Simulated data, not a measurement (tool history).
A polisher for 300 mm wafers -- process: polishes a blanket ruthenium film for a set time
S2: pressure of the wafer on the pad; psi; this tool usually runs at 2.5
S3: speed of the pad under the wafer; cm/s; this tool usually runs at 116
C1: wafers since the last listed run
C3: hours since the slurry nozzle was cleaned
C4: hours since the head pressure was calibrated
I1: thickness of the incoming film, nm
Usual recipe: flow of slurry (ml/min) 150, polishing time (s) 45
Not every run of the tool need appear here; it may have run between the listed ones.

{"run": 1, "hour": 0.0, "flow of slurry (ml/min)": 150, "S2": 2.9, "S3": 116, "polishing time (s)": 45, "C1": 0, "wafers polished on this pad": 2003, "C3": 134.7, "C4": 396.5, "I1": 366.9, "film removed (angstrom)": 760}
{"run": 2, "hour": 71.1, "flow of slurry (ml/min)": 150, "S2": 2.9, "S3": 116, "polishing time (s)": 45, "C1": 841, "wafers polished on this pad": 2844, "C3": 205.8, "C4": 467.6, "I1": 374.2, "film removed (angstrom)": 750}
{"run": 3, "hour": 132.3, "flow of slurry (ml/min)": 150, "S2": 2.5, "S3": 116, "polishing time (s)": 45, "C1": 724, "wafers polished on this pad": 3568, "C3": 267, "C4": 528.8, "I1": 368.8, "film removed (angstrom)": 641}
{"run": 4, "hour": 199.6, "flow of slurry (ml/min)": 150, "S2": 2.5, "S3": 116, "polishing time (s)": 45, "C1": 796, "wafers polished on this pad": 4364, "C3": 334.3, "C4": 596.1, "I1": 367.5, "film removed (angstrom)": 637}
{"hour": 213.9, "done": "worn pad replaced by a new one"}
{"run": 5, "hour": 229.7, "flow of slurry (ml/min)": 150, "S2": 2.5, "S3": 96, "polishing time (s)": 45, "C1": 308, "wafers polished on this pad": 186, "C3": 364.4, "C4": 626.2, "I1": 373.8, "film removed (angstrom)": 551}
{"hour": 250.3, "done": "slurry nozzle cleaned"}
{"run": 6, "hour": 260.1, "flow of slurry (ml/min)": 150, "S2": 2.5, "S3": 96, "polishing time (s)": 45, "C1": 347, "wafers polished on this pad": 534, "C3": 9.8, "C4": 656.6, "I1": 369.9, "film removed (angstrom)": 534}
{"run": 7, "hour": 324.1, "flow of slurry (ml/min)": 150, "S2": 2.5, "S3": 96, "polishing time (s)": 45, "C1": 757, "wafers polished on this pad": 1291, "C3": 73.8, "C4": 720.6, "I1": 372.8, "film removed (angstrom)": 543}
{"hour": 342.9, "done": "head pressure recalibrated"}
{"run": 8, "hour": 363.2, "flow of slurry (ml/min)": 150, "S2": 2.5, "S3": 116, "polishing time (s)": 45, "C1": 438, "wafers polished on this pad": 1730, "C3": 112.9, "C4": 20.3, "I1": 368.2, "film removed (angstrom)": 664}
{"run": 9, "hour": 397.5, "flow of slurry (ml/min)": 150, "S2": 3.1, "S3": 116, "polishing time (s)": 45, "C1": 405, "wafers polished on this pad": 2136, "C3": 147.2, "C4": 54.6, "I1": 368.1, "film removed (angstrom)": 833}
{"run": 10, "hour": 440.0, "flow of slurry (ml/min)": 160, "S2": 2.5, "S3": 116, "polishing time (s)": 45, "C1": 502, "wafers polished on this pad": 2639, "C3": 189.7, "C4": 97.1, "I1": 370.5, "film removed (angstrom)": 682}
{"run": 11, "hour": 476.9, "flow of slurry (ml/min)": 150, "S2": 2.5, "S3": 116, "polishing time (s)": 45, "C1": 436, "wafers polished on this pad": 3075, "C3": 226.6, "C4": 134, "I1": 370.9, "film removed (angstrom)": 672}
{"run": 12, "hour": 505.6, "flow of slurry (ml/min)": 150, "S2": 2.5, "S3": 116, "polishing time (s)": 45, "C1": 339, "wafers polished on this pad": 3415, "C3": 255.3, "C4": 162.7, "I1": 370.2, "film removed (angstrom)": 666}
{"hour": 544.8, "done": "worn pad replaced by a new one"}
{"run": 13, "hour": 546.5, "flow of slurry (ml/min)": 150, "S2": 2.5, "S3": 116, "polishing time (s)": 45, "C1": 436, "wafers polished on this pad": 20, "C3": 296.2, "C4": 203.6, "I1": 367.7, "film removed (angstrom)": 668}
{"run": 14, "hour": 600.6, "flow of slurry (ml/min)": 150, "S2": 2.5, "S3": 116, "polishing time (s)": 45, "C1": 640, "wafers polished on this pad": 660, "C3": 350.3, "C4": 257.7, "I1": 371.4, "film removed (angstrom)": 651}
{"hour": 632.1, "done": "slurry nozzle cleaned"}
{"run": 15, "hour": 652.5, "flow of slurry (ml/min)": 150, "S2": 2.5, "S3": 116, "polishing time (s)": 45, "C1": 602, "wafers polished on this pad": 1263, "C3": 20.4, "C4": 309.6, "I1": 372.3, "film removed (angstrom)": 640}
{"run": 16, "hour": 724.1, "flow of slurry (ml/min)": 150, "S2": 2.5, "S3": 116, "polishing time (s)": 35, "C1": 847, "wafers polished on this pad": 2110, "C3": 92, "C4": 381.2, "I1": 370.8, "film removed (angstrom)": 508}
{"run": 17, "hour": 755.4, "flow of slurry (ml/min)": 150, "S2": 2.5, "S3": 116, "polishing time (s)": 35, "C1": 370, "wafers polished on this pad": 2480, "C3": 123.3, "C4": 412.5, "I1": 371.1, "film removed (angstrom)": 509}
{"run": 18, "hour": 807.4, "flow of slurry (ml/min)": 150, "S2": 2.5, "S3": 116, "polishing time (s)": 37, "C1": 615, "wafers polished on this pad": 3095, "C3": 175.3, "C4": 464.5, "I1": 366.4, "film removed (angstrom)": 532}
{"run": 19, "hour": 871.7, "flow of slurry (ml/min)": 150, "S2": 2.5, "S3": 116, "polishing time (s)": 45, "C1": 760, "wafers polished on this pad": 3856, "C3": 239.6, "C4": 528.8, "I1": 364.9, "film removed (angstrom)": 643}
{"run": 20, "hour": 922.2, "flow of slurry (ml/min)": 150, "S2": 2.5, "S3": 152, "polishing time (s)": 39, "C1": 597, "wafers polished on this pad": 4453, "C3": 290.1, "C4": 579.3, "I1": 371.3, "film removed (angstrom)": 713}
{"hour": 926.7, "done": "head pressure recalibrated"}
{"hour": 928.1, "done": "worn pad replaced by a new one"}
{"run": 21, "hour": 959.8, "flow of slurry (ml/min)": 150, "S2": 3.3, "S3": 116, "polishing time (s)": 45, "C1": 404, "wafers polished on this pad": 375, "C3": 327.7, "C4": 33.1, "I1": 374.5, "film removed (angstrom)": 895}

Predict the results of run 22:
{"hour": 1030.3, "done": "slurry nozzle cleaned"}
{"run": 22, "hour": 1047.3, "flow of slurry (ml/min)": 125, "S2": 1.7, "S3": 154, "polishing time (s)": 61, "C1": 1023, "wafers polished on this pad": 1398, "C3": 17, "C4": 120.6, "I1": 370.1, "film removed (angstrom)": "?"}

film removed (angstrom): 782
The same run, on a tool lacking any hidden state, would have yielded film removed (angstrom) 794.
